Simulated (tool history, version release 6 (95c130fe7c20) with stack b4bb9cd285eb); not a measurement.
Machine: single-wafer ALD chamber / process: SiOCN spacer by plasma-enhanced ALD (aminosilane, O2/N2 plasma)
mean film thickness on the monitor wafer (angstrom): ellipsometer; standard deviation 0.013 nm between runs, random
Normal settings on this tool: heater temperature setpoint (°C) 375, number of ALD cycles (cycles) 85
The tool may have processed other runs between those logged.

run,day,heater temperature setpoint (°C),number of ALD cycles (cycles),"read-back reference wafer on the same gauge, thickness_nm",mean film thickness on the monitor wafer (angstrom)
1,0.000,375,85,5.990,51.49
2,3.717,375,85,5.993,51.62
3,8.538,375,85,5.998,51.66
4,10.412,375,85,5.985,51.39
# day 13.346: gauge calibrated
5,15.617,375,85,5.990,51.64
# day 16.592: thermocouple changed; heater temperature recalibrated
6,18.467,384,85,5.986,51.68
7,20.638,375,85,5.989,51.53
8,24.738,375,85,5.986,51.24
9,27.896,375,85,5.997,51.63
10,30.083,375,85,5.992,51.73
11,33.808,381,85,5.990,51.62
12,38.092,375,68,5.992,41.39
13,41.371,387,75,5.990,45.38
14,44.262,361,85,5.988,51.68
15,47.417,388,72,5.985,43.83
# day 48.133: gauge calibrated
# day 51.883: thermocouple changed; heater temperature recalibrated
16,51.904,361,73,5.979,44.01
17,53.317,389,102,5.994,61.97
18,56.275,370,79,5.985,47.79
19,60.600,375,85,5.991,51.58
20,64.892,379,92,5.986,55.86
21,68.683,387,89,5.986,54.00
22,71.333,375,85,5.987,51.35

Below are 4 alternative next runs, each starting from the tool's condition after run 22. Predict each:
A,71.358,375,85,?,?
B,71.358,361,91,?,?
C,71.358,370,80,?,?
D,71.358,371,85,?,?

run,"read-back reference wafer on the same gauge, thickness_nm",mean film thickness on the monitor wafer (angstrom)
A,5.985,51.29
B,5.985,54.91
C,5.985,48.28
D,5.985,51.29
What these runs would have given with no unlogged condition in the tool:
run,mean film thickness on the monitor wafer (angstrom)
A,51.29
B,54.91
C,48.28
D,51.29
